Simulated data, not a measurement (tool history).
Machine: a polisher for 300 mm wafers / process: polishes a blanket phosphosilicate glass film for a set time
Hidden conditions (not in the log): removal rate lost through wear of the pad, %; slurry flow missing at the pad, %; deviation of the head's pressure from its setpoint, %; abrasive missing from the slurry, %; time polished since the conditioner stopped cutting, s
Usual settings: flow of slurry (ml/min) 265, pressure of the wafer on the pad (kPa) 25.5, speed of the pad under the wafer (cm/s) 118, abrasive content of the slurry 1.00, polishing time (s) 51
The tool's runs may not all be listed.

| run | hour | flow of slurry (ml/min) | pressure of the wafer on the pad (kPa) | speed of the pad under the wafer (cm/s) | abrasive content of the slurry | polishing time (s) | wafers since the last listed run | wafers polished on this pad | hours since the slurry nozzle was cleaned | hours since the head pressure was calibrated | hours since the slurry blender was calibrated | hours since the conditioning disc was replaced | incoming thickness of the incoming film, nm | film removed (Å) |
|---|---|---|---|---|---|---|---|---|---|---|---|---|---|---|
| 1 | 0.0 | 265 | 25.5 | 118 | 0.95 | 51 | 0 | 3637 | 91.8 | 273.7 | 254.3 | 93.2 | 3071.0 | 6529 |
| 2 | 50.8 | 265 | 25.5 | 118 | 1.00 | 51 | 628 | 4265 | 142.6 | 324.5 | 305.1 | 144.0 | 3022.0 | 6508 |
|  | 147.0 | worn pad replaced by a new one |
| 3 | 147.5 | 265 | 25.5 | 118 | 1.00 | 51 | 1146 | 6 | 239.3 | 421.2 | 401.8 | 240.7 | 3024.5 | 6249 |
|  | 158.4 | slurry blender recalibrated |
| 4 | 225.8 | 265 | 25.5 | 118 | 1.00 | 51 | 943 | 949 | 317.6 | 499.5 | 67.4 | 319.0 | 3047.8 | 6286 |
|  | 244.1 | conditioning disc replaced and pad reconditioned |
|  | 248.0 | slurry nozzle cleaned |
| 5 | 327.6 | 265 | 25.5 | 118 | 1.00 | 51 | 1221 | 2171 | 79.6 | 601.3 | 169.2 | 83.5 | 3093.4 | 6727 |
| 6 | 385.6 | 265 | 25.5 | 136 | 1.00 | 51 | 717 | 2888 | 137.6 | 659.3 | 227.2 | 141.5 | 3014.1 | 7344 |
| 7 | 423.9 | 265 | 25.5 | 136 | 1.00 | 51 | 473 | 3361 | 175.9 | 697.6 | 265.5 | 179.8 | 3089.6 | 7208 |
| 8 | 517.2 | 265 | 25.5 | 118 | 1.00 | 46 | 1153 | 4515 | 269.2 | 790.9 | 358.8 | 273.1 | 2996.8 | 5699 |
|  | 533.8 | worn pad replaced by a new one |
|  | 574.6 | slurry blender recalibrated |
|  | 598.5 | slurry nozzle cleaned |
| 9 | 610.3 | 300 | 25.5 | 118 | 1.00 | 51 | 1064 | 908 | 11.8 | 884.0 | 35.7 | 366.2 | 3058.6 | 6226 |
|  | 622.4 | conditioning disc replaced and pad reconditioned |
| 10 | 706.7 | 300 | 25.5 | 118 | 1.00 | 51 | 1167 | 2076 | 108.2 | 980.4 | 132.1 | 84.3 | 3007.9 | 7032 |
| 11 | 767.2 | 315 | 33.8 | 118 | 0.75 | 67 | 747 | 2824 | 168.7 | 1040.9 | 192.6 | 144.8 | 3071.5 | 10382 |
| 12 | 806.7 | 265 | 25.5 | 118 | 1.10 | 46 | 488 | 3312 | 208.2 | 1080.4 | 232.1 | 184.3 | 3021.9 | 6185 |
|  | 893.5 | worn pad replaced by a new one |
| 13 | 903.0 | 265 | 25.5 | 154 | 0.75 | 51 | 1141 | 117 | 304.5 | 1176.7 | 328.4 | 280.6 | 3066.7 | 6849 |
|  | 944.4 | slurry nozzle cleaned |
|  | 962.9 | slurry blender recalibrated |
| 14 | 963.4 | 265 | 33.1 | 118 | 1.00 | 51 | 709 | 827 | 19.0 | 1237.1 | 0.5 | 341.0 | 3047.8 | 7681 |
|  | 995.7 | conditioning disc replaced and pad reconditioned |
| 15 | 1059.8 | 220 | 25.5 | 118 | 1.00 | 66 | 1167 | 1994 | 115.4 | 1333.5 | 96.9 | 64.1 | 3025.9 | 8683 |
|  | 1087.3 | head pressure recalibrated |
| 16 | 1169.6 | 265 | 19.3 | 100 | 1.00 | 51 | 1332 | 3327 | 225.2 | 82.3 | 206.7 | 173.9 | 2985.3 | 4515 |
|  | 1240.6 | worn pad replaced by a new one |
| 17 | 1255.5 | 265 | 25.5 | 118 | 1.00 | 51 | 1012 | 184 | 311.1 | 168.2 | 292.6 | 259.8 | 3024.8 | 6380 |
| 18 | 1291.9 | 305 | 19.3 | 118 | 1.00 | 43 | 450 | 634 | 347.5 | 204.6 | 329.0 | 296.2 | 3066.7 | 4236 |
|  | 1310.4 | slurry blender recalibrated |
| 19 | 1343.6 | 335 | 20.0 | 118 | 0.75 | 33 | 614 | 1249 | 399.2 | 256.3 | 33.2 | 347.9 | 3029.5 | 2885 |
|  | 1348.7 | slurry nozzle cleaned |
| 20 | 1424.5 | 265 | 25.5 | 118 | 1.00 | 51 | 987 | 2236 | 75.8 | 337.2 | 114.1 | 428.8 | 3090.5 | 5884 |
|  | 1429.1 | conditioning disc replaced and pad reconditioned |
| 21 | 1464.6 | 265 | 30.3 | 138 | 0.75 | 43 | 471 | 2707 | 115.9 | 377.3 | 154.2 | 35.5 | 3093.5 | 6934 |
| 22 | 1524.8 | 340 | 25.5 | 118 | 0.90 | 51 | 744 | 3452 | 176.1 | 437.5 | 214.4 | 95.7 | 3041.0 | 6474 |
|  | 1580.1 | worn pad replaced by a new one |
| 23 | 1618.1 | 195 | 25.5 | 118 | 1.00 | 51 | 1104 | 469 | 269.4 | 530.8 | 307.7 | 189.0 | 3007.8 | 6161 |
|  | 1734.5 | slurry blender recalibrated |
| 24 | 1785.6 | 235 | 32.4 | 118 | 1.00 | 66 | 2046 | 2515 | 436.9 | 698.3 | 51.1 | 356.5 | 3040.7 | 9450 |

What was the tool's hidden state at every run in the log?
removal rate lost through wear of the pad, %: 0 on each run
slurry flow missing at the pad, %: 0 on each run
deviation of the head's pressure from its setpoint, %: 0 on each run
abrasive missing from the slurry, %: 0 on each run
H1: time polished since the conditioner stopped cutting, s
| run | H1 |
|---|---|
| 1 | 76.4 |
| 2 | 104 |
| 3 | 156 |
| 4 | 198 |
| 5 | 61.5 |
| 6 | 92.7 |
| 7 | 113 |
| 8 | 164 |
| 9 | 214 |
| 10 | 54 |
| 11 | 86.5 |
| 12 | 108 |
| 13 | 160 |
| 14 | 192 |
| 15 | 50.8 |
| 16 | 110 |
| 17 | 156 |
| 18 | 176 |
| 19 | 204 |
| 20 | 247 |
| 21 | 45.6 |
| 22 | 78 |
| 23 | 128 |
| 24 | 218 |

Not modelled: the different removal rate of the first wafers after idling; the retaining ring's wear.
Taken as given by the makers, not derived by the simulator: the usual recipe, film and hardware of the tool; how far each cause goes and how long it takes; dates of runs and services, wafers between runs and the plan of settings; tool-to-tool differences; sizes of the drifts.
